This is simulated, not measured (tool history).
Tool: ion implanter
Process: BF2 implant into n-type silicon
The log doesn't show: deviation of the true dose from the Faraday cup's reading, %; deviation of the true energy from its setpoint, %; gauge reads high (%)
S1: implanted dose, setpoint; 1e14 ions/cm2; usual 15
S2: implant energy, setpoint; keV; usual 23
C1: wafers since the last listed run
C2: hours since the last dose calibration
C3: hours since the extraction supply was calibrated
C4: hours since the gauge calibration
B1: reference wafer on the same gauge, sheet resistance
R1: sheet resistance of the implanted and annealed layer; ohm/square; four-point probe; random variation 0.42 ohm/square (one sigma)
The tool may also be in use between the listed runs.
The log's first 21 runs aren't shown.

| run | hour | S1 | S2 | C1 | C2 | C3 | C4 | B1 | R1 |
|---|---|---|---|---|---|---|---|---|---|
| 22 | 269 | 18.14 | 21 | 207 | 154.3 | 158.1 | 125.3 | 124.95 | 113.69 |
| 23 | 285.3 | 15 | 28.5 | 208 | 170.6 | 174.4 | 141.6 | 125.03 | 110.31 |
| 24 | 294.6 | 15 | 23 | 119 | 179.9 | 183.7 | 150.9 | 124.71 | 117.85 |
| 25 | 311.7 | 15 | 23 | 218 | 197 | 200.8 | 168 | 125 | 118.05 |
| 26 | 320.7 | 15 | 23 | 115 | 206 | 209.8 | 177 | 124.98 | 117.97 |
| 27 | 337.7 | 17.7 | 19 | 217 | 223 | 226.8 | 194 | 124.82 | 117.24 |
| 28 | 354 | 16.39 | 28 | 208 | 239.3 | 243.1 | 210.3 | 124.92 | 107.69 |
| 29 | 364.4 | 17.77 | 17.5 | 133 | 249.7 | 253.5 | 220.7 | 125.22 | 120.59 |
| 30 | 379.7 | 17.93 | 28.5 | 195 | 265 | 268.8 | 236 | 124.98 | 103.6 |
| 31 | 394.9 | 19.11 | 19.5 | 194 | 280.2 | 284 | 251.2 | 125.27 | 114.45 |
| 32 | 406.1 | 12.61 | 19.5 | 143 | 291.4 | 295.2 | 262.4 | 124.76 | 132.66 |
| 33 | 415 | 19.11 | 19.5 | 113 | 300.3 | 304.1 | 271.3 | 124.7 | 115.21 |
| 34 | 432.5 | 15 | 18 | 224 | 317.8 | 321.6 | 288.8 | 125.03 | 125.11 |
| 35 | 446.8 | 12.29 | 28.5 | 183 | 332.1 | 335.9 | 303.1 | 124.79 | 120.39 |
| 36 | 461.2 | 18.15 | 23 | 184 | 346.5 | 350.3 | 317.5 | 125.06 | 110.33 |
| 37 | 473 | 16.66 | 29.5 | 151 | 358.3 | 362.1 | 329.3 | 124.95 | 104.77 |

Forecast each of these 4 alternatives for the next run:
| A | 473.4 | 15 | 17.5 | 5 | 358.7 | 362.5 | 329.7 | ? | ? |
| B | 473.4 | 16.13 | 31 | 5 | 358.7 | 362.5 | 329.7 | ? | ? |
| C | 473.4 | 10.92 | 28.5 | 5 | 358.7 | 362.5 | 329.7 | ? | ? |
| D | 473.4 | 19.27 | 27 | 5 | 358.7 | 362.5 | 329.7 | ? | ? |

| run | B1 | R1 |
|---|---|---|
| A | 124.92 | 127 |
| B | 124.92 | 104.3 |
| C | 124.92 | 129.41 |
| D | 124.92 | 103.39 |
Without the tool's hidden state the same runs would have given:
| run | R1 |
|---|---|
| A | 127.91 |
| B | 105.06 |
| C | 131.09 |
| D | 103.9 |
